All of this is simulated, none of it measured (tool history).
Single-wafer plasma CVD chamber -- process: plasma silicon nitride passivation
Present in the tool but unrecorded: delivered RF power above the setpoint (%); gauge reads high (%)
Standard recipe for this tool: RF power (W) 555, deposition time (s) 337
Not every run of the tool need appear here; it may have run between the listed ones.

run	hour	RF power (W)	deposition time (s)	wafers since the last listed run	hours since the last RF generator calibration	hours since the showerhead was replaced	hours since the gauge calibration	read-back reference wafer on the same gauge, thickness_nm	mean film thickness on the monitor wafer (nm)
1	0	555	337	0	625.9	4807.6	135.8	408.914	493.826
2	24.5	555	337	76	650.4	4832.1	160.3	408.993	493.909
3	70.5	555	374	143	696.4	4878.1	206.3	409.028	548.492
4	106.2	555	374	111	732.1	4913.8	242	408.929	548.683
5	128.1	555	374	68	754	4935.7	263.9	409.021	549.619
6	160.9	515	337	102	786.8	4968.5	296.7	409.116	486.875
7	194	515	337	103	819.9	5001.6	329.8	409.023	487.498
# hour 205.2: RF generator calibrated
8	218	630	337	49	12.8	5025.6	353.8	408.943	513.468
9	251.7	555	337	104	46.5	5059.3	387.5	409.049	501.887
# hour 273.4: gauge calibrated
10	283.5	455	391	99	78.3	5091.1	10.1	408.964	556.955
11	308.3	515	369	77	103.1	5115.9	34.9	408.946	539.325
12	325.5	500	337	53	120.3	5133.1	52.1	409.016	490.005
# hour 339.6: showerhead replaced
13	346.4	495	284	40	141.2	6.8	73	409.149	410.764
14	361.3	450	391	46	156.1	21.7	87.9	409.024	557.276
15	395.7	555	337	107	190.5	56.1	122.3	408.995	497.351
16	418.9	465	371	72	213.7	79.3	145.5	409.003	528.632
17	440.3	520	402	66	235.1	100.7	166.9	409.091	584.521
18	458.6	555	374	57	253.4	119	185.2	409.007	551.218
19	487.6	495	310	90	282.4	148	214.2	409.045	447.686

Hidden state, per run?
gauge reads high (%): 0 at every run
H1: delivered RF power above the setpoint (%)
run	H1
1	-7.83
2	-7.91
3	-8.05
4	-8.15
5	-8.2
6	-8.27
7	-8.33
8	-1.17
9	-2.02
10	-2.75
11	-3.26
12	-3.59
13	-3.97
14	-4.22
15	-4.76
16	-5.09
17	-5.38
18	-5.6
19	-5.94
